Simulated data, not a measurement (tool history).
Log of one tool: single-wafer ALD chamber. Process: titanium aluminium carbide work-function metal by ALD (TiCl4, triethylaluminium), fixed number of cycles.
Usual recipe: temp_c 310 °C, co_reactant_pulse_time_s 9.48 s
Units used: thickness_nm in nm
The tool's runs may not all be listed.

run	day	temp_c	co_reactant_pulse_time_s	read-back reference wafer on the same gauge, thickness_nm	thickness_nm
1	0	310	8.21	2.031	1.718
2	0.612	321	11.24	2.029	1.858
3	1.246	321	11.24	2.03	1.861
4	1.908	303	10.47	2.029	1.736
5	2.308	303	10.47	2.03	1.726
6	2.817	303	10.47	2.031	1.732
7	3.208	310	9.48	2.028	1.756
8	3.671	310	9.48	2.03	1.755
# day 4.271: triethylaluminium bottle replaced
9	4.292	310	9.48	2.028	1.753
10	4.738	310	7.74	2.031	1.691
11	5.067	310	7.74	2.031	1.688
12	5.654	310	7.74	2.03	1.691
13	6.158	310	10.58	2.03	1.782
14	6.896	323	9.48	2.03	1.839
15	7.525	310	6.94	2.031	1.639
16	8.271	299	6.67	2.031	1.554
# day 8.429: gauge calibrated
17	8.575	323	8.39	2.031	1.802
18	9.321	321	8.43	2.03	1.793
# day 9.704: thermocouple changed; heater temperature recalibrated
# day 10.15: showerhead replaced
19	10.171	315	10.57	2.03	1.806
20	10.733	310	6.44	2.03	1.608
21	11.3	298	6	2.029	1.496
22	11.833	297	12.95	2.032	1.722
23	12.25	310	9.48	2.031	1.759
24	12.962	310	9.48	2.029	1.751
25	13.404	316	6.91	2.03	1.682
26	13.838	297	11.59	2.03	1.712
27	14.329	304	11.31	2.031	1.749
28	14.617	310	9.48	2.03	1.755
29	15.196	310	9.48	2.029	1.757
30	15.796	316	12.29	2.031	1.847
31	16.096	320	11.7	2.03	1.869
32	16.525	298	5.94	2.03	1.493

5 ways to go on from here, each from the tool as it stands after run 32. What would each give?
A	16.542	310	7.16	?	?
B	16.542	310	8.2	?	?
C	16.542	296	13.02	?	?
D	16.542	310	6.56	?	?
E	16.542	317	12.08	?	?

run	read-back reference wafer on the same gauge, thickness_nm	thickness_nm
A	2.031	1.656
B	2.031	1.71
C	2.031	1.711
D	2.031	1.615
E	2.031	1.843
Stripped of hidden state, with their random variation kept, the same runs would have yielded:
run	thickness_nm
A	1.656
B	1.71
C	1.711
D	1.615
E	1.843
